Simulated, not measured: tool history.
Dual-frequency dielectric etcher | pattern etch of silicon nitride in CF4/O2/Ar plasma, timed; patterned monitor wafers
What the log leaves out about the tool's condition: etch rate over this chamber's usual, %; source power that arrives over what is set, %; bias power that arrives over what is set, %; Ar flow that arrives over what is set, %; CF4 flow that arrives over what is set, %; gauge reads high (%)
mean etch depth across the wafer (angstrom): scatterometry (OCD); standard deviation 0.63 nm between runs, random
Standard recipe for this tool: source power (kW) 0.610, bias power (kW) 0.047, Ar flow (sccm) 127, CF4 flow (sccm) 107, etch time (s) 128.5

run,hour,source power (kW),bias power (kW),Ar flow (sccm),CF4 flow (sccm),etch time (s),wafers since the last listed run,hours since the last wet clean,hours since the last source power generator calibration,hours since the last bias power generator calibration,hours since the last Ar flow controller change,hours since the last CF4 flow controller change,hours since the last upper electrode change,hours since the gauge calibration,"read-back reference wafer on the same gauge, depth_nm",mean etch depth across the wafer (angstrom)
1,0.0,0.610,0.047,127,107,128.5,0,205.1,3209.8,2735.1,2239.9,3536.2,1030.3,534.0,318.0,2800
2,92.5,0.610,0.047,107,117,128.5,952,297.6,3302.3,2827.6,2332.4,3628.7,1122.8,626.5,317.9,2902
3,129.9,0.610,0.047,127,107,128.5,385,335.0,3339.7,2865.0,2369.8,3666.1,1160.2,663.9,318.0,2841
# hour 232.8: wet clean of the chamber
4,233.9,0.610,0.047,127,107,128.5,823,1.1,3443.7,2969.0,2473.8,3770.1,1264.2,767.9,318.0,2780
5,302.0,0.610,0.047,127,107,128.5,701,69.2,3511.8,3037.1,2541.9,3838.2,1332.3,836.0,318.0,2781
6,403.8,0.610,0.047,127,107,128.5,1048,171.0,3613.6,3138.9,2643.7,3940.0,1434.1,937.8,317.9,2811
7,447.5,0.610,0.047,127,107,128.5,449,214.7,3657.3,3182.6,2687.4,3983.7,1477.8,981.5,318.0,2804
8,485.8,0.650,0.047,127,107,118.0,394,253.0,3695.6,3220.9,2725.7,4022.0,1516.1,1019.8,318.1,2694
# hour 499.4: bias power generator calibrated
# hour 512.0: gauge calibrated
9,535.5,0.610,0.047,127,107,128.5,470,302.7,3745.3,36.1,2775.4,4071.7,1565.8,23.5,318.0,2830
# hour 627.5: CF4 flow controller replaced
# hour 670.9: Ar flow controller replaced
# hour 709.0: wet clean of the chamber
10,842.0,0.610,0.040,105,122,153.5,2785,133.0,4051.8,342.6,171.1,214.5,1872.3,330.0,318.0,3299
11,943.3,0.610,0.055,127,121,128.5,1043,234.3,4153.1,443.9,272.4,315.8,1973.6,431.3,318.3,3053
# hour 1025.1: upper electrode replaced
12,1035.1,0.670,0.047,145,107,128.5,698,326.1,4244.9,535.7,364.2,407.6,10.0,523.1,318.1,2998
# hour 1063.6: source power generator calibrated
13,1106.5,0.610,0.047,127,107,128.5,694,397.5,42.9,607.1,435.6,479.0,81.4,594.5,317.7,2784
# hour 1158.6: wet clean of the chamber
14,1198.4,0.480,0.047,127,107,128.5,699,39.8,134.8,699.0,527.5,570.9,173.3,686.4,318.1,2381
15,1291.0,0.610,0.047,127,107,128.5,953,132.4,227.4,791.6,620.1,663.5,265.9,779.0,318.1,2753
16,1343.2,0.610,0.047,127,107,128.5,537,184.6,279.6,843.8,672.3,715.7,318.1,831.2,318.0,2761
17,1427.9,0.610,0.047,127,107,128.5,872,269.3,364.3,928.5,757.0,800.4,402.8,915.9,317.9,2772
18,1464.7,0.610,0.047,111,107,112.0,378,306.1,401.1,965.3,793.8,837.2,439.6,952.7,318.3,2446
# hour 1488.2: gauge calibrated
# hour 1526.8: wet clean of the chamber
19,1531.8,0.610,0.047,151,107,158.5,443,5.0,468.2,1032.4,860.9,904.3,506.7,43.6,317.8,3349
20,1628.3,0.520,0.042,147,107,128.5,993,101.5,564.7,1128.9,957.4,1000.8,603.2,140.1,317.7,2400

Forecast each of these 5 alternatives for the next run:
A,1628.8,0.610,0.047,127,107,128.5,5,102.0,565.2,1129.4,957.9,1001.3,603.7,140.6,?,?
B,1628.8,0.610,0.041,127,82,162.5,5,102.0,565.2,1129.4,957.9,1001.3,603.7,140.6,?,?
C,1628.8,0.690,0.039,127,124,166.5,5,102.0,565.2,1129.4,957.9,1001.3,603.7,140.6,?,?
D,1628.8,0.610,0.058,127,107,128.5,5,102.0,565.2,1129.4,957.9,1001.3,603.7,140.6,?,?
E,1628.8,0.650,0.039,127,82,142.0,5,102.0,565.2,1129.4,957.9,1001.3,603.7,140.6,?,?

run,"read-back reference wafer on the same gauge, depth_nm",mean etch depth across the wafer (angstrom)
A,318.2,2757
B,318.2,3175
C,318.2,3717
D,318.2,2965
E,318.2,2835
Had the tool no hidden state, the same runs would have come out as:
run,mean etch depth across the wafer (angstrom)
A,2720
B,3132
C,3666
D,2925
E,2796
